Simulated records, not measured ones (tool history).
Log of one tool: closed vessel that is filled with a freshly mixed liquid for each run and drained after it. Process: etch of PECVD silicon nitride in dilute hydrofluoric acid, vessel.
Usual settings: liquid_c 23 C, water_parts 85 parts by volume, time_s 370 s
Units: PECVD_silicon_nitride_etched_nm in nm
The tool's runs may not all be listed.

run	hour	liquid_c	water_parts	time_s	wafers since the last listed run	hours since the thermometer was replaced	hours since the hydrofluoric acid flow meter was replaced	hours since the gauge calibration	read-back film thickness of the PECVD silicon nitride reference wafer, read on the same gauge (nm)	PECVD_silicon_nitride_etched_nm
1	0	23	85	370	0	1481.8	906.5	14	139.97	12.48
2	27.9	23	85	370	1771	1509.7	934.4	41.9	139.99	12.57
3	83.5	23	85	370	3530	1565.3	990	97.5	139.99	12.59
4	105	23	85	370	1365	1586.8	1011.5	119	140.02	12.36
5	135.1	23	85	370	1911	1616.9	1041.6	149.1	140	12.41
6	149.2	23	60	305	895	1631	1055.7	163.2	139.99	14.5
7	172.1	23	85	370	1454	1653.9	1078.6	186.1	140.03	12.4
8	185.7	23	65	370	863	1667.5	1092.2	199.7	139.97	16.02
# hour 195.5: thermometer replaced
# hour 195.5: hydrofluoric acid flow meter replaced
9	205.6	23	65	370	1198	10.1	10.1	219.6	139.99	14.88
10	221.6	23	65	370	1015	26.1	26.1	235.6	139.99	14.94
11	237.5	22	85	370	1009	42	42	251.5	140.04	10.67
12	262.7	23	100	370	1600	67.2	67.2	276.7	140	9.72
# hour 264.7: thermometer replaced, repeated, since the last time left the tool worse
# hour 285: gauge calibrated
13	297.8	23	85	370	2165	33.1	102.3	12.8	140.01	13.8
14	316.7	23	85	370	1200	52	121.2	31.7	140.02	13.88
15	332.4	26	85	370	996	67.7	136.9	47.4	140.01	16.69
16	353	23	85	370	1308	88.3	157.5	68	140.01	13.84
17	374.6	24.5	70	430	1371	109.9	179.1	89.6	140.03	21.38
18	401.5	26.5	115	510	1708	136.8	206	116.5	139.97	17.7
19	421.3	23	85	370	1257	156.6	225.8	136.3	139.97	13.71
20	446.6	25	85	370	1606	181.9	251.1	161.6	140.04	15.57
21	465.4	27.5	55	450	1193	200.7	269.9	180.4	139.99	34.42
22	492.5	19	100	480	1720	227.8	297	207.5	139.98	11.57

5 ways to go on from here, each from the tool as it stands after run 22. What would each give?
A	493.3	23	85	370	50	228.6	297.8	208.3	?	?
B	493.3	21	65	490	50	228.6	297.8	208.3	?	?
C	493.3	18	70	370	50	228.6	297.8	208.3	?	?
D	493.3	23	120	570	50	228.6	297.8	208.3	?	?
E	493.3	19	110	370	50	228.6	297.8	208.3	?	?

run	read-back film thickness of the PECVD silicon nitride reference wafer, read on the same gauge (nm)	PECVD_silicon_nitride_etched_nm
A	140	13.56
B	140	20.38
C	140	11.62
D	140	14.89
E	140	8.03
Without the tool's hidden state the same runs would have given:
run	PECVD_silicon_nitride_etched_nm
A	14.05
B	21.14
C	12.06
D	15.42
E	8.33
